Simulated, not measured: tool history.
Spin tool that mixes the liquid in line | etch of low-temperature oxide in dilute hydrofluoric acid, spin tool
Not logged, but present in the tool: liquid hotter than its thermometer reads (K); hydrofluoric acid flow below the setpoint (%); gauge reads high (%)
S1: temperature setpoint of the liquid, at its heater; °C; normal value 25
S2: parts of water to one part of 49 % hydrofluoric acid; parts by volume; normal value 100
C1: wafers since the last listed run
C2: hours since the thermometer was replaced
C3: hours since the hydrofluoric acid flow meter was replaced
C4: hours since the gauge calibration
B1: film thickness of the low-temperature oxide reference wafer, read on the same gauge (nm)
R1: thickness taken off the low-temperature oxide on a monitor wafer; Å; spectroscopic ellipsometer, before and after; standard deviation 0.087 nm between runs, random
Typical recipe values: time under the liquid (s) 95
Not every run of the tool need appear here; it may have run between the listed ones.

{"run": 1, "day": 0.0, "S1": 25, "S2": 100, "time under the liquid (s)": 135, "C1": 0, "C2": 585.7, "C3": 1423.9, "C4": 1015.2, "B1": 134.91, "R1": 227.1}
{"run": 2, "day": 2.071, "S1": 25, "S2": 100, "time under the liquid (s)": 135, "C1": 577, "C2": 635.4, "C3": 1473.6, "C4": 1064.9, "B1": 134.84, "R1": 223.8}
{"run": 3, "day": 4.338, "S1": 25, "S2": 100, "time under the liquid (s)": 95, "C1": 631, "C2": 689.8, "C3": 1528, "C4": 1119.3, "B1": 134.76, "R1": 159.4}
{"day": 4.688, "done": "gauge calibrated"}
{"run": 4, "day": 7.783, "S1": 25, "S2": 100, "time under the liquid (s)": 95, "C1": 960, "C2": 772.5, "C3": 1610.7, "C4": 74.3, "B1": 139.16, "R1": 162.7}
{"run": 5, "day": 11.779, "S1": 25, "S2": 100, "time under the liquid (s)": 95, "C1": 1113, "C2": 868.4, "C3": 1706.6, "C4": 170.2, "B1": 138.28, "R1": 162.7}
{"run": 6, "day": 14.567, "S1": 25, "S2": 100, "time under the liquid (s)": 95, "C1": 776, "C2": 935.3, "C3": 1773.5, "C4": 237.1, "B1": 137.79, "R1": 161.6}
{"run": 7, "day": 18.179, "S1": 25, "S2": 100, "time under the liquid (s)": 95, "C1": 1006, "C2": 1022, "C3": 1860.2, "C4": 323.8, "B1": 137.23, "R1": 162.4}
{"run": 8, "day": 21.962, "S1": 25, "S2": 100, "time under the liquid (s)": 95, "C1": 1054, "C2": 1112.8, "C3": 1951, "C4": 414.6, "B1": 136.73, "R1": 162.6}
{"run": 9, "day": 25.488, "S1": 25, "S2": 100, "time under the liquid (s)": 95, "C1": 982, "C2": 1197.4, "C3": 2035.6, "C4": 499.2, "B1": 136.38, "R1": 160.3}
{"run": 10, "day": 27.783, "S1": 25, "S2": 100, "time under the liquid (s)": 95, "C1": 639, "C2": 1252.5, "C3": 2090.7, "C4": 554.3, "B1": 136.16, "R1": 160.6}
{"run": 11, "day": 31.225, "S1": 25, "S2": 100, "time under the liquid (s)": 95, "C1": 959, "C2": 1335.1, "C3": 2173.3, "C4": 636.9, "B1": 135.89, "R1": 158.6}
{"run": 12, "day": 33.904, "S1": 25, "S2": 100, "time under the liquid (s)": 95, "C1": 746, "C2": 1399.4, "C3": 2237.6, "C4": 701.2, "B1": 135.78, "R1": 159.7}
{"run": 13, "day": 37.792, "S1": 25, "S2": 100, "time under the liquid (s)": 95, "C1": 1083, "C2": 1492.7, "C3": 2330.9, "C4": 794.5, "B1": 135.61, "R1": 159.3}
{"day": 39.133, "done": "hydrofluoric acid flow meter replaced"}
{"run": 14, "day": 40.338, "S1": 29.5, "S2": 85, "time under the liquid (s)": 115, "C1": 697, "C2": 1553.8, "C3": 28.9, "C4": 855.6, "B1": 135.45, "R1": 275.5}
{"run": 15, "day": 42.15, "S1": 23, "S2": 100, "time under the liquid (s)": 95, "C1": 505, "C2": 1597.3, "C3": 72.4, "C4": 899.1, "B1": 135.37, "R1": 146.4}
{"run": 16, "day": 46.229, "S1": 25, "S2": 100, "time under the liquid (s)": 70, "C1": 1136, "C2": 1695.2, "C3": 170.3, "C4": 997, "B1": 135.26, "R1": 116.7}
{"run": 17, "day": 49.683, "S1": 25, "S2": 100, "time under the liquid (s)": 95, "C1": 962, "C2": 1778.1, "C3": 253.2, "C4": 1079.9, "B1": 135.15, "R1": 158.6}
{"day": 49.779, "done": "thermometer replaced"}
{"run": 18, "day": 52.783, "S1": 25, "S2": 100, "time under the liquid (s)": 95, "C1": 852, "C2": 72.1, "C3": 327.6, "C4": 1154.3, "B1": 135.12, "R1": 158.1}
{"run": 19, "day": 55.283, "S1": 28.5, "S2": 85, "time under the liquid (s)": 140, "C1": 696, "C2": 132.1, "C3": 387.6, "C4": 1214.3, "B1": 135.04, "R1": 321.2}
{"day": 59.933, "done": "gauge calibrated"}
{"run": 20, "day": 65.358, "S1": 26.5, "S2": 100, "time under the liquid (s)": 95, "C1": 2807, "C2": 373.9, "C3": 629.4, "C4": 130.2, "B1": 139.11, "R1": 171.4}
{"run": 21, "day": 67.625, "S1": 25, "S2": 100, "time under the liquid (s)": 95, "C1": 631, "C2": 428.3, "C3": 683.8, "C4": 184.6, "B1": 138.59, "R1": 164.6}
{"run": 22, "day": 69.429, "S1": 23.5, "S2": 100, "time under the liquid (s)": 120, "C1": 502, "C2": 471.6, "C3": 727.1, "C4": 227.9, "B1": 138.3, "R1": 195.2}
{"run": 23, "day": 71.479, "S1": 25, "S2": 135, "time under the liquid (s)": 80, "C1": 571, "C2": 520.8, "C3": 776.3, "C4": 277.1, "B1": 137.95, "R1": 96.3}
{"run": 24, "day": 73.238, "S1": 22, "S2": 115, "time under the liquid (s)": 95, "C1": 489, "C2": 563, "C3": 818.5, "C4": 319.3, "B1": 137.71, "R1": 122.2}
{"run": 25, "day": 77.929, "S1": 25, "S2": 100, "time under the liquid (s)": 80, "C1": 1307, "C2": 675.6, "C3": 931.1, "C4": 431.9, "B1": 137.13, "R1": 135.2}
{"run": 26, "day": 80.112, "S1": 20.5, "S2": 100, "time under the liquid (s)": 95, "C1": 608, "C2": 728, "C3": 983.5, "C4": 484.3, "B1": 136.87, "R1": 135.2}
{"run": 27, "day": 81.879, "S1": 28, "S2": 100, "time under the liquid (s)": 110, "C1": 492, "C2": 770.4, "C3": 1025.9, "C4": 526.7, "B1": 136.73, "R1": 211.2}
{"run": 28, "day": 83.45, "S1": 25, "S2": 100, "time under the liquid (s)": 95, "C1": 437, "C2": 808.1, "C3": 1063.6, "C4": 564.4, "B1": 136.61, "R1": 160.3}
{"run": 29, "day": 86.171, "S1": 25, "S2": 100, "time under the liquid (s)": 95, "C1": 758, "C2": 873.4, "C3": 1128.9, "C4": 629.7, "B1": 136.4, "R1": 158.4}
{"run": 30, "day": 88.396, "S1": 23.5, "S2": 70, "time under the liquid (s)": 120, "C1": 620, "C2": 926.8, "C3": 1182.3, "C4": 683.1, "B1": 136.28, "R1": 283.8}
{"run": 31, "day": 92.421, "S1": 29.5, "S2": 100, "time under the liquid (s)": 115, "C1": 1121, "C2": 1023.4, "C3": 1278.9, "C4": 779.7, "B1": 136.06, "R1": 230.6}

Consider 5 possible next runs. They are alternatives, not a sequence: every one starts from the tool as it was left by run 31. What does each give?
{"run": "A", "day": 92.438, "S1": 25, "S2": 100, "time under the liquid (s)": 95, "C1": 4, "C2": 1023.8, "C3": 1279.3, "C4": 780.1, "B1": "?", "R1": "?"}
{"run": "B", "day": 92.438, "S1": 29, "S2": 100, "time under the liquid (s)": 95, "C1": 4, "C2": 1023.8, "C3": 1279.3, "C4": 780.1, "B1": "?", "R1": "?"}
{"run": "C", "day": 92.438, "S1": 25, "S2": 100, "time under the liquid (s)": 75, "C1": 4, "C2": 1023.8, "C3": 1279.3, "C4": 780.1, "B1": "?", "R1": "?"}
{"run": "D", "day": 92.438, "S1": 26.5, "S2": 65, "time under the liquid (s)": 55, "C1": 4, "C2": 1023.8, "C3": 1279.3, "C4": 780.1, "B1": "?", "R1": "?"}
{"run": "E", "day": 92.438, "S1": 28, "S2": 145, "time under the liquid (s)": 95, "C1": 4, "C2": 1023.8, "C3": 1279.3, "C4": 780.1, "B1": "?", "R1": "?"}

run=A B1=136.03 R1=161.5
run=B B1=136.03 R1=188.5
run=C B1=136.03 R1=127.5
run=D B1=136.03 R1=159.9
run=E B1=136.03 R1=118
The same runs, with their run-to-run variation unchanged, on a tool lacking any hidden condition would have given:
run=A R1=166.2
run=B R1=193.9
run=C R1=131.2
run=D R1=164.5
run=E R1=121.4
